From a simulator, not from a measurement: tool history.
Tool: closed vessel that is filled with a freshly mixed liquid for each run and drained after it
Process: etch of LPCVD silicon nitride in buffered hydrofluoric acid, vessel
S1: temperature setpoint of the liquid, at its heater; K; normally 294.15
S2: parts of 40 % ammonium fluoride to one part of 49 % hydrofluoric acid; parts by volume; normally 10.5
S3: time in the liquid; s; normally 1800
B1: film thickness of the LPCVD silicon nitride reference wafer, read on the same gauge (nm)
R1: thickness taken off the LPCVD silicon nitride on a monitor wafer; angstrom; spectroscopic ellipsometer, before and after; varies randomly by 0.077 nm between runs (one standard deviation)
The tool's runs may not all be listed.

| run | hour | S1 | S2 | S3 | B1 | R1 |
|---|---|---|---|---|---|---|
| 1 | 0 | 294.15 | 10.5 | 1800 | 49.95 | 247.2 |
| 2 | 14.9 | 294.15 | 10.5 | 1800 | 49.99 | 246.1 |
| 3 | 46.7 | 294.15 | 10.5 | 1800 | 50.01 | 247.1 |
| 4 | 70.5 | 294.15 | 10.5 | 1800 | 50 | 249.2 |
| 5 | 86.4 | 294.15 | 10.5 | 1800 | 50 | 248.3 |
| 6 | 100.7 | 294.15 | 10.5 | 1800 | 49.99 | 249.2 |
| 7 | 129.6 | 294.15 | 10.5 | 1800 | 50.02 | 248.2 |
| 8 | 156.1 | 294.15 | 10.5 | 1800 | 50.01 | 247.3 |
| 9 | 170.4 | 291.15 | 10.5 | 1800 | 50.02 | 210.4 |
| 10 | 195.4 | 291.15 | 10.5 | 1800 | 49.99 | 209.3 |
| 11 | 212.4 | 291.15 | 10.5 | 1800 | 49.94 | 209.8 |
| 12 | 230.5 | 294.15 | 10.5 | 1800 | 50.01 | 248.9 |
| 13 | 245 | 294.15 | 10.5 | 1150 | 49.99 | 158.9 |
| 14 | 270.8 | 294.15 | 8.5 | 1800 | 50 | 305.6 |
| 15 | 304.6 | 294.15 | 8.5 | 1800 | 50 | 308 |
| 16 | 326.8 | 293.15 | 10.5 | 1450 | 50.01 | 189.7 |
| 17 | 348.5 | 294.15 | 7 | 1440 | 49.99 | 296.2 |
| 18 | 384.4 | 294.15 | 10.5 | 1800 | 50 | 251.1 |
| 19 | 411.5 | 291.15 | 10.5 | 2680 | 50.02 | 313.9 |
|  | 414.6 | gauge calibrated |
|  | 423.4 | thermometer replaced |
| 20 | 437.2 | 294.15 | 8.5 | 1800 | 50.05 | 308.5 |
| 21 | 452.2 | 296.15 | 10.5 | 1800 | 50.03 | 279.9 |
|  | 456 | hydrofluoric acid flow meter replaced |
| 22 | 485.4 | 294.15 | 10.5 | 2440 | 49.99 | 315.8 |
| 23 | 518.3 | 292.15 | 10.5 | 2385 | 50 | 274.9 |
| 24 | 538.6 | 296.15 | 11.5 | 1800 | 50 | 238.1 |
| 25 | 565.6 | 294.15 | 10.5 | 2130 | 49.99 | 275.5 |
| 26 | 584.8 | 291.65 | 8.5 | 1800 | 50.01 | 241.8 |
| 27 | 598.4 | 294.15 | 8 | 2825 | 49.98 | 468 |
| 28 | 620.7 | 294.15 | 10.5 | 1800 | 50.02 | 232.8 |
| 29 | 636.9 | 294.15 | 8.5 | 1800 | 49.97 | 279 |
| 30 | 651.2 | 294.15 | 13.5 | 975 | 49.99 | 99.5 |
| 31 | 685.2 | 294.15 | 10.5 | 2585 | 50.03 | 336.8 |
| 32 | 702.6 | 294.15 | 10.5 | 1800 | 50.01 | 235.6 |
| 33 | 738 | 294.15 | 8 | 2680 | 49.99 | 446.2 |

Measured less the same run without the tool's hidden state. The same run-to-run variation is in both; the gauge's scatter may not be:
Hidden conditions of the tool in this case: liquid hotter than its thermometer reads (K); hydrofluoric acid flow above the setpoint (%); gauge reads high (%).
| run | R1 |
|---|---|
| 1 | +16.4 |
| 2 | +16.5 |
| 3 | +16.8 |
| 4 | +17 |
| 5 | +17.1 |
| 6 | +17.2 |
| 7 | +17.3 |
| 8 | +17.4 |
| 9 | +15 |
| 10 | +15 |
| 11 | +15.1 |
| 12 | +18 |
| 13 | +11.6 |
| 14 | +29.7 |
| 15 | +30.3 |
| 16 | +14.2 |
| 17 | +24.1 |
| 18 | +19.2 |
| 19 | +24.1 |
| 20 | +32.1 |
| 21 | +21.8 |
| 22 | +2 |
| 23 | +2.2 |
| 24 | +2.1 |
| 25 | +2.7 |
| 26 | +3 |
| 27 | +5.9 |
| 28 | +2.9 |
| 29 | +4.1 |
| 30 | +1.4 |
| 31 | +5.1 |
| 32 | +3.8 |
| 33 | +8.8 |
